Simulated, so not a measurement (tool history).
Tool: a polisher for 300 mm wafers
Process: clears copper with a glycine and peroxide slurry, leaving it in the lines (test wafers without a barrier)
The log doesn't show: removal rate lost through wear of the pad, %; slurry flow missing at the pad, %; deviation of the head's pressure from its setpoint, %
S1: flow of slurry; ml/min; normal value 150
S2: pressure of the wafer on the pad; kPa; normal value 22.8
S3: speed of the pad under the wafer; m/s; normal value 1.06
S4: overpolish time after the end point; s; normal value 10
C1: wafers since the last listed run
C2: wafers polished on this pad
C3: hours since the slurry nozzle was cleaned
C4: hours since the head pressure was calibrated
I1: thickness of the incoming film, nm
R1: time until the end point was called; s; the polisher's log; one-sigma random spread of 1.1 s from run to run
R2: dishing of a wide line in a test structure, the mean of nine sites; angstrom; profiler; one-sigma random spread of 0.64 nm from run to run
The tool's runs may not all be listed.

{"run": 1, "hour": 0.0, "S1": 150, "S2": 22.8, "S3": 1.06, "S4": 10, "C1": 0, "C2": 1450, "C3": 572.6, "C4": 34.6, "I1": 938.7, "R1": 128.6, "R2": 521}
{"hour": 4.7, "done": "slurry nozzle cleaned"}
{"run": 2, "hour": 82.9, "S1": 150, "S2": 22.8, "S3": 1.06, "S4": 10, "C1": 568, "C2": 2018, "C3": 78.2, "C4": 117.5, "I1": 938.6, "R1": 131.1, "R2": 506}
{"hour": 128.4, "done": "worn pad replaced by a new one"}
{"run": 3, "hour": 165.1, "S1": 150, "S2": 22.8, "S3": 1.06, "S4": 10, "C1": 542, "C2": 254, "C3": 160.4, "C4": 199.7, "I1": 945.3, "R1": 124.4, "R2": 541}
{"run": 4, "hour": 209.3, "S1": 150, "S2": 22.8, "S3": 1.06, "S4": 10, "C1": 306, "C2": 561, "C3": 204.6, "C4": 243.9, "I1": 929.6, "R1": 122.6, "R2": 549}
{"run": 5, "hour": 277.2, "S1": 150, "S2": 22.8, "S3": 1.06, "S4": 10, "C1": 471, "C2": 1032, "C3": 272.5, "C4": 311.8, "I1": 930, "R1": 124.6, "R2": 537}
{"run": 6, "hour": 321.0, "S1": 150, "S2": 22.8, "S3": 1.06, "S4": 10, "C1": 303, "C2": 1336, "C3": 316.3, "C4": 355.6, "I1": 918.6, "R1": 126.7, "R2": 528}
{"hour": 404.5, "done": "worn pad replaced by a new one"}
{"run": 7, "hour": 405.0, "S1": 150, "S2": 22.8, "S3": 1.3, "S4": 10, "C1": 555, "C2": 3, "C3": 400.3, "C4": 439.6, "I1": 944.3, "R1": 104.4, "R2": 601}
{"run": 8, "hour": 484.6, "S1": 150, "S2": 22.8, "S3": 1.3, "S4": 10, "C1": 552, "C2": 555, "C3": 479.9, "C4": 519.2, "I1": 943.8, "R1": 107.3, "R2": 609}
{"hour": 553.7, "done": "slurry nozzle cleaned"}
{"run": 9, "hour": 580.3, "S1": 150, "S2": 22.8, "S3": 1.3, "S4": 10, "C1": 657, "C2": 1213, "C3": 26.6, "C4": 614.9, "I1": 931.1, "R1": 108.3, "R2": 601}
{"run": 10, "hour": 642.3, "S1": 150, "S2": 22.8, "S3": 1.06, "S4": 10, "C1": 430, "C2": 1643, "C3": 88.6, "C4": 676.9, "I1": 929.1, "R1": 128.4, "R2": 533}
{"hour": 672.9, "done": "worn pad replaced by a new one"}
{"run": 11, "hour": 707.3, "S1": 190, "S2": 22.8, "S3": 0.76, "S4": 8, "C1": 423, "C2": 238, "C3": 153.6, "C4": 741.9, "I1": 929.4, "R1": 153, "R2": 376}
{"run": 12, "hour": 788.7, "S1": 150, "S2": 26.9, "S3": 1.16, "S4": 12, "C1": 564, "C2": 803, "C3": 235, "C4": 823.3, "I1": 951.2, "R1": 100.1, "R2": 736}
{"hour": 994.4, "done": "worn pad replaced by a new one"}
{"run": 13, "hour": 1070.5, "S1": 135, "S2": 18.6, "S3": 1.06, "S4": 15, "C1": 1927, "C2": 527, "C3": 516.8, "C4": 1105.1, "I1": 939.7, "R1": 149, "R2": 647}
{"hour": 1114.9, "done": "head pressure recalibrated"}
{"run": 14, "hour": 1133.2, "S1": 150, "S2": 22.8, "S3": 1.06, "S4": 14, "C1": 421, "C2": 949, "C3": 579.5, "C4": 18.3, "I1": 933.2, "R1": 121.8, "R2": 698}
{"hour": 1137.9, "done": "slurry nozzle cleaned"}
{"run": 15, "hour": 1188.0, "S1": 150, "S2": 22.8, "S3": 1.06, "S4": 10, "C1": 373, "C2": 1322, "C3": 50.1, "C4": 73.1, "I1": 928.8, "R1": 124.9, "R2": 521}
{"run": 16, "hour": 1249.1, "S1": 190, "S2": 15.9, "S3": 1.06, "S4": 10, "C1": 423, "C2": 1746, "C3": 111.2, "C4": 134.2, "I1": 920.8, "R1": 166.5, "R2": 400}
{"hour": 1304.6, "done": "worn pad replaced by a new one"}
{"run": 17, "hour": 1339.4, "S1": 150, "S2": 22.8, "S3": 1.26, "S4": 10, "C1": 598, "C2": 241, "C3": 201.5, "C4": 224.5, "I1": 951.5, "R1": 106.5, "R2": 616}
{"run": 18, "hour": 1415.9, "S1": 135, "S2": 18.6, "S3": 1.06, "S4": 15, "C1": 530, "C2": 772, "C3": 278, "C4": 301, "I1": 938, "R1": 149.1, "R2": 630}
{"run": 19, "hour": 1505.3, "S1": 175, "S2": 20, "S3": 1.06, "S4": 10, "C1": 620, "C2": 1392, "C3": 367.4, "C4": 390.4, "I1": 939.6, "R1": 140.4, "R2": 493}

Run-by-run hidden state of the tool:
slurry flow missing at the pad, %: 0 across all the runs
deviation of the head's pressure from its setpoint, %: 0 across all the runs
H1: removal rate lost through wear of the pad, %
run=1 H1=4.2
run=2 H1=8.06
run=3 H1=0.427
run=4 H1=0.905
run=5 H1=2.34
run=6 H1=3.72
run=7 H1=0.424
run=8 H1=1.02
run=9 H1=3.27
run=10 H1=5.63
run=11 H1=0.887
run=12 H1=2.01
run=13 H1=0.536
run=14 H1=1.78
run=15 H1=3.45
run=16 H1=5.97
run=17 H1=0.257
run=18 H1=1.29
run=19 H1=3.85
